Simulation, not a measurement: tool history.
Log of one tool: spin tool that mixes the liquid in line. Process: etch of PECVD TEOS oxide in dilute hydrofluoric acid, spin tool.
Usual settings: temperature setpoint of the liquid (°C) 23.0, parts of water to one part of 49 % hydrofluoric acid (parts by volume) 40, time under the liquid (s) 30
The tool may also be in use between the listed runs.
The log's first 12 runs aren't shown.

run	hour	temperature setpoint of the liquid (°C)	parts of water to one part of 49 % hydrofluoric acid (parts by volume)	time under the liquid (s)	read-back film thickness of the PECVD TEOS oxide reference wafer, read on the same gauge (nm)	thickness taken off the PECVD TEOS oxide on a monitor wafer (nm)
13	158.8	23.0	40	35	49.98	23.48
14	172.1	23.0	40	30	49.97	20.38
15	184.1	23.0	40	30	50.00	20.31
16	192.6	23.0	40	30	49.99	20.16
17	209.1	23.0	30	15	50.00	13.42
18	225.5	23.0	50	40	49.98	21.40
19	236.4	23.0	25	30	50.02	33.24
20	253.6	18.0	55	30	50.02	11.78
# hour 258.2: thermometer replaced
21	271.1	21.5	20	35	50.02	48.69
# hour 276.9: gauge calibrated
22	279.6	23.0	40	15	50.00	10.73
# hour 288.0: hydrofluoric acid flow meter replaced
23	288.5	24.5	60	30	49.96	14.73
24	300.3	23.0	60	35	49.99	16.41
25	308.4	21.5	40	30	50.00	20.43
# hour 324.1: thermometer replaced, repeated, since the last time left the tool worse
26	324.6	21.5	30	40	50.02	32.62
27	331.0	25.5	30	20	49.98	19.10
28	339.6	27.0	60	20	50.01	9.80
29	354.0	23.0	40	30	50.02	19.34
30	368.0	23.0	40	30	49.98	18.93
31	382.1	23.0	50	30	49.98	15.29
32	396.0	25.0	35	30	50.04	24.13

4 ways to go on from here, each from the tool as it stands after run 32. What would each give?
A	396.4	23.0	40	30	?	?
B	396.4	19.5	50	20	?	?
C	396.4	26.5	55	30	?	?
D	396.4	20.0	55	50	?	?

run	read-back film thickness of the PECVD TEOS oxide reference wafer, read on the same gauge (nm)	thickness taken off the PECVD TEOS oxide on a monitor wafer (nm)
A	50.02	19.05
B	50.02	8.66
C	50.02	15.66
D	50.02	19.98
Without the tool's hidden state the same runs would have given:
run	thickness taken off the PECVD TEOS oxide on a monitor wafer (nm)
A	18.77
B	8.53
C	15.44
D	19.68

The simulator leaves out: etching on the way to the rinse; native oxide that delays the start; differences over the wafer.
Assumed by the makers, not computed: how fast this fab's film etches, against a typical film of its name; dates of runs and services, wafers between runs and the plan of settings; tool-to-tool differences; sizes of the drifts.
